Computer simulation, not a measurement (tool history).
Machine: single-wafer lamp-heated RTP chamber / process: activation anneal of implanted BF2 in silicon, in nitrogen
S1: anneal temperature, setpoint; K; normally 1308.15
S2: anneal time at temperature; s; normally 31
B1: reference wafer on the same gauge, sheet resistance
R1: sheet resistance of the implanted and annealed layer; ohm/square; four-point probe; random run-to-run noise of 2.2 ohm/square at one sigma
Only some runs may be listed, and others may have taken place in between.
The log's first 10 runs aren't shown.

{"run": 11, "hour": 864.3, "S1": 1294.15, "S2": 31, "B1": 533.14, "R1": 636.67}
{"hour": 887.9, "done": "pyrometer window cleaned and pyrometer calibrated"}
{"run": 12, "hour": 966.4, "S1": 1294.15, "S2": 31, "B1": 533.08, "R1": 630.53}
{"run": 13, "hour": 1050.3, "S1": 1308.15, "S2": 31, "B1": 533.05, "R1": 618.02}
{"run": 14, "hour": 1119.1, "S1": 1302.15, "S2": 31, "B1": 533.09, "R1": 627.69}
{"run": 15, "hour": 1179.3, "S1": 1308.15, "S2": 31, "B1": 533.35, "R1": 615.9}
{"run": 16, "hour": 1224.0, "S1": 1308.15, "S2": 31, "B1": 533.07, "R1": 616.52}
{"run": 17, "hour": 1317.9, "S1": 1286.15, "S2": 21, "B1": 532.91, "R1": 662.82}
{"run": 18, "hour": 1385.8, "S1": 1308.15, "S2": 31, "B1": 533.06, "R1": 612.64}
{"hour": 1428.4, "done": "gauge calibrated"}
{"run": 19, "hour": 1464.7, "S1": 1316.15, "S2": 15, "B1": 532.83, "R1": 632.39}
{"run": 20, "hour": 1561.2, "S1": 1308.15, "S2": 31, "B1": 533, "R1": 612.44}
{"hour": 1641.8, "done": "pyrometer window cleaned and pyrometer calibrated"}
{"run": 21, "hour": 1642.3, "S1": 1308.15, "S2": 36, "B1": 532.62, "R1": 606.4}
{"run": 22, "hour": 1732.8, "S1": 1308.15, "S2": 22, "B1": 532.7, "R1": 625}
{"hour": 1798.9, "done": "reflector plate cleaned"}
{"run": 23, "hour": 1834.5, "S1": 1317.15, "S2": 19, "B1": 533.23, "R1": 627.52}
{"run": 24, "hour": 1909.7, "S1": 1308.15, "S2": 31, "B1": 532.71, "R1": 617.66}
{"run": 25, "hour": 1957.9, "S1": 1336.15, "S2": 46, "B1": 532.84, "R1": 581.07}
{"run": 26, "hour": 2041.2, "S1": 1330.15, "S2": 19, "B1": 533.24, "R1": 616.22}

Expected results for the next run?
{"run": 27, "hour": 2100.9, "S1": 1308.15, "S2": 21, "B1": "?", "R1": "?"}

{"run 27": {"B1": 532.87, "R1": 631.63}}
Without the tool's hidden state the same run would have given R1 632.8 ohm/square.

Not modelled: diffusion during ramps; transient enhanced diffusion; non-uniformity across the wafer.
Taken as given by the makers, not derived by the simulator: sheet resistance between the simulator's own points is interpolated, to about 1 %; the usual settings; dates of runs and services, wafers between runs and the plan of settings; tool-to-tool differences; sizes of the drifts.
